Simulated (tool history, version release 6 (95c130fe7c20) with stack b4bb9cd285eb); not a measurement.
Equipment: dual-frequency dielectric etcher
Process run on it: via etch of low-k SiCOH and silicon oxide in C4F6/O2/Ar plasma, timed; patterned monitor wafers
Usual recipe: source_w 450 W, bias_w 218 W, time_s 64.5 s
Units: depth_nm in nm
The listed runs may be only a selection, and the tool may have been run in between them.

| run | hour | source_w | bias_w | time_s | wafers since the last listed run | hours since the last wet clean | hours since the last source power generator calibration | hours since the last bias power generator calibration | hours since the last upper electrode change | hours since the gauge calibration | read-back reference wafer on the same gauge, depth_nm | depth_nm |
|---|---|---|---|---|---|---|---|---|---|---|---|---|
| 1 | 0.0 | 450 | 255 | 64.5 | 0 | 169.4 | 4380.6 | 3155.3 | 4344.6 | 456.5 | 162.0 | 210.3 |
|  | 39.5 | gauge calibrated |
| 2 | 52.0 | 450 | 255 | 64.5 | 481 | 221.4 | 4432.6 | 3207.3 | 4396.6 | 12.5 | 162.0 | 209.5 |
| 3 | 108.7 | 450 | 255 | 64.5 | 524 | 278.1 | 4489.3 | 3264.0 | 4453.3 | 69.2 | 162.1 | 211.7 |
| 4 | 172.1 | 450 | 218 | 78.5 | 586 | 341.5 | 4552.7 | 3327.4 | 4516.7 | 132.6 | 161.9 | 250.1 |
| 5 | 208.0 | 450 | 218 | 78.5 | 332 | 377.4 | 4588.6 | 3363.3 | 4552.6 | 168.5 | 162.1 | 248.1 |
|  | 261.3 | upper electrode replaced |
| 6 | 275.5 | 450 | 218 | 64.5 | 402 | 444.9 | 4656.1 | 3430.8 | 14.2 | 236.0 | 162.0 | 207.5 |
|  | 283.7 | source power generator calibrated |
| 7 | 300.3 | 450 | 218 | 64.5 | 192 | 469.7 | 16.6 | 3455.6 | 39.0 | 260.8 | 162.3 | 207.6 |
|  | 356.6 | wet clean of the chamber |
| 8 | 371.5 | 450 | 218 | 64.5 | 436 | 14.9 | 87.8 | 3526.8 | 110.2 | 332.0 | 162.0 | 203.0 |
|  | 412.3 | gauge calibrated |
| 9 | 442.4 | 400 | 218 | 64.5 | 656 | 85.8 | 158.7 | 3597.7 | 181.1 | 30.1 | 162.2 | 187.6 |
| 10 | 490.2 | 390 | 167 | 64.5 | 442 | 133.6 | 206.5 | 3645.5 | 228.9 | 77.9 | 161.9 | 177.7 |
|  | 495.3 | bias power generator calibrated |
| 11 | 525.6 | 370 | 218 | 81.0 | 290 | 169.0 | 241.9 | 30.3 | 264.3 | 113.3 | 162.1 | 224.7 |
| 12 | 581.0 | 360 | 189 | 46.0 | 512 | 224.4 | 297.3 | 85.7 | 319.7 | 168.7 | 162.1 | 122.7 |
| 13 | 631.0 | 450 | 218 | 78.0 | 462 | 274.4 | 347.3 | 135.7 | 369.7 | 218.7 | 161.9 | 245.9 |
| 14 | 683.0 | 450 | 218 | 64.5 | 481 | 326.4 | 399.3 | 187.7 | 421.7 | 270.7 | 161.9 | 203.5 |
| 15 | 743.7 | 450 | 218 | 82.5 | 561 | 387.1 | 460.0 | 248.4 | 482.4 | 331.4 | 161.8 | 264.3 |
| 16 | 795.6 | 450 | 218 | 64.5 | 480 | 439.0 | 511.9 | 300.3 | 534.3 | 383.3 | 162.1 | 204.5 |
|  | 816.3 | gauge calibrated |
| 17 | 822.7 | 450 | 218 | 77.5 | 250 | 466.1 | 539.0 | 327.4 | 561.4 | 6.4 | 161.9 | 248.6 |

State the hidden condition of the tool at each of the runs:
source power that arrives over what is set, %: 0 at every run
bias power that arrives over what is set, %: 0 at every run
gauge reads high (%): 0 at every run
H1: etch rate over this chamber's usual, %
| run | H1 |
|---|---|
| 1 | 0.722 |
| 2 | 0.936 |
| 3 | 1.17 |
| 4 | 1.43 |
| 5 | 1.58 |
| 6 | 1.85 |
| 7 | 1.96 |
| 8 | -0.146 |
| 9 | 0.145 |
| 10 | 0.342 |
| 11 | 0.487 |
| 12 | 0.715 |
| 13 | 0.92 |
| 14 | 1.13 |
| 15 | 1.38 |
| 16 | 1.6 |
| 17 | 1.71 |

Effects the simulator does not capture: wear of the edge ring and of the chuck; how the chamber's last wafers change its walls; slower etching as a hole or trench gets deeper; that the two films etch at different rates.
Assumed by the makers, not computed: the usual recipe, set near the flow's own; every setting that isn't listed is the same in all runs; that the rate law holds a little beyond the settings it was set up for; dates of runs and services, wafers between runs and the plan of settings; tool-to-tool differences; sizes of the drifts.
